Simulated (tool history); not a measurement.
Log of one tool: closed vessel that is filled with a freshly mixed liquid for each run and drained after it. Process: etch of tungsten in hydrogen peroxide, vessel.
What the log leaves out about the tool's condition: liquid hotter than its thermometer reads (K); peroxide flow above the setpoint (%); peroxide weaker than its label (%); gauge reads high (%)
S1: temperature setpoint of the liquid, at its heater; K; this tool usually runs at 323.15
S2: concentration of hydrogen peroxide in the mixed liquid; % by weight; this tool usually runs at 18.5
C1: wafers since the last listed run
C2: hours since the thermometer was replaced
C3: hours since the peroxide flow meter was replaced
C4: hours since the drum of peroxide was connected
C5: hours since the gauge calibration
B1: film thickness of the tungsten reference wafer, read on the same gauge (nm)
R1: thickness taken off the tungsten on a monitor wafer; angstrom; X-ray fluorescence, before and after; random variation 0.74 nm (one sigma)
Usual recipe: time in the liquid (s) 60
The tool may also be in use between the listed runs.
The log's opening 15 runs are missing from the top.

{"run": 16, "day": 18.121, "S1": 323.15, "S2": 17, "time in the liquid (s)": 75, "C1": 2829, "C2": 641.5, "C3": 1597.1, "C4": 243.7, "C5": 336.4, "B1": 39.97, "R1": 1220.2}
{"run": 17, "day": 19.892, "S1": 314.65, "S2": 16.5, "time in the liquid (s)": 45, "C1": 4625, "C2": 684, "C3": 1639.6, "C4": 286.2, "C5": 378.9, "B1": 39.95, "R1": 427.6}
{"day": 20.85, "done": "thermometer replaced"}
{"run": 18, "day": 21.292, "S1": 323.15, "S2": 18.5, "time in the liquid (s)": 60, "C1": 3548, "C2": 10.6, "C3": 1673.2, "C4": 319.8, "C5": 412.5, "B1": 39.99, "R1": 988.6}
{"run": 19, "day": 22.696, "S1": 332.15, "S2": 15, "time in the liquid (s)": 85, "C1": 3668, "C2": 44.3, "C3": 1706.9, "C4": 353.5, "C5": 446.2, "B1": 40.03, "R1": 2110.2}
{"run": 20, "day": 23.3, "S1": 316.15, "S2": 23.5, "time in the liquid (s)": 45, "C1": 1578, "C2": 58.8, "C3": 1721.4, "C4": 368, "C5": 460.7, "B1": 39.99, "R1": 533.7}
{"day": 23.425, "done": "peroxide flow meter replaced"}
{"run": 21, "day": 24.217, "S1": 323.15, "S2": 21, "time in the liquid (s)": 60, "C1": 2285, "C2": 80.8, "C3": 19, "C4": 390, "C5": 482.7, "B1": 40.02, "R1": 1041.3}
{"run": 22, "day": 24.854, "S1": 323.15, "S2": 18.5, "time in the liquid (s)": 60, "C1": 1665, "C2": 96.1, "C3": 34.3, "C4": 405.3, "C5": 498, "B1": 40.01, "R1": 986.7}
{"day": 25.5, "done": "new drum of peroxide connected"}
{"run": 23, "day": 26.138, "S1": 328.15, "S2": 22.5, "time in the liquid (s)": 75, "C1": 3243, "C2": 126.9, "C3": 65.1, "C4": 15.3, "C5": 528.8, "B1": 40, "R1": 1858.3}
{"run": 24, "day": 27.112, "S1": 323.15, "S2": 18.5, "time in the liquid (s)": 60, "C1": 2546, "C2": 150.3, "C3": 88.5, "C4": 38.7, "C5": 552.2, "B1": 40, "R1": 999.9}
{"run": 25, "day": 27.704, "S1": 323.15, "S2": 13.5, "time in the liquid (s)": 30, "C1": 1545, "C2": 164.5, "C3": 102.7, "C4": 52.9, "C5": 566.4, "B1": 39.97, "R1": 420}
{"run": 26, "day": 28.758, "S1": 332.15, "S2": 18.5, "time in the liquid (s)": 60, "C1": 2753, "C2": 189.8, "C3": 128, "C4": 78.2, "C5": 591.7, "B1": 39.98, "R1": 1674.4}
{"run": 27, "day": 30.242, "S1": 329.15, "S2": 13.5, "time in the liquid (s)": 80, "C1": 3874, "C2": 225.4, "C3": 163.6, "C4": 113.8, "C5": 627.3, "B1": 40, "R1": 1612}
{"run": 28, "day": 31.388, "S1": 332.65, "S2": 17, "time in the liquid (s)": 45, "C1": 2993, "C2": 252.9, "C3": 191.1, "C4": 141.3, "C5": 654.8, "B1": 40.01, "R1": 1254.9}
{"run": 29, "day": 32.208, "S1": 323.15, "S2": 18.5, "time in the liquid (s)": 60, "C1": 2144, "C2": 272.6, "C3": 210.8, "C4": 161, "C5": 674.5, "B1": 40, "R1": 990.7}
{"run": 30, "day": 32.762, "S1": 323.15, "S2": 16, "time in the liquid (s)": 35, "C1": 1447, "C2": 285.9, "C3": 224.1, "C4": 174.3, "C5": 687.8, "B1": 39.96, "R1": 544.1}
{"run": 31, "day": 34.238, "S1": 319.15, "S2": 13, "time in the liquid (s)": 30, "C1": 3853, "C2": 321.3, "C3": 259.5, "C4": 209.7, "C5": 723.2, "B1": 40, "R1": 322.4}

3 options for the next run, each taken on its own from the tool as it stands now. Forecast them:
{"run": "A", "day": 34.267, "S1": 323.15, "S2": 18.5, "time in the liquid (s)": 40, "C1": 76, "C2": 322, "C3": 260.2, "C4": 210.4, "C5": 723.9, "B1": "?", "R1": "?"}
{"run": "B", "day": 34.267, "S1": 315.15, "S2": 18.5, "time in the liquid (s)": 85, "C1": 76, "C2": 322, "C3": 260.2, "C4": 210.4, "C5": 723.9, "B1": "?", "R1": "?"}
{"run": "C", "day": 34.267, "S1": 329.15, "S2": 18.5, "time in the liquid (s)": 60, "C1": 76, "C2": 322, "C3": 260.2, "C4": 210.4, "C5": 723.9, "B1": "?", "R1": "?"}

run=A B1=40.02 R1=656.3
run=B B1=40.02 R1=845.7
run=C B1=40.02 R1=1410.1
The same runs, with their run-to-run variation unchanged, on a tool lacking any hidden condition would have given:
run=A R1=642.5
run=B R1=826.9
run=C R1=1381.3
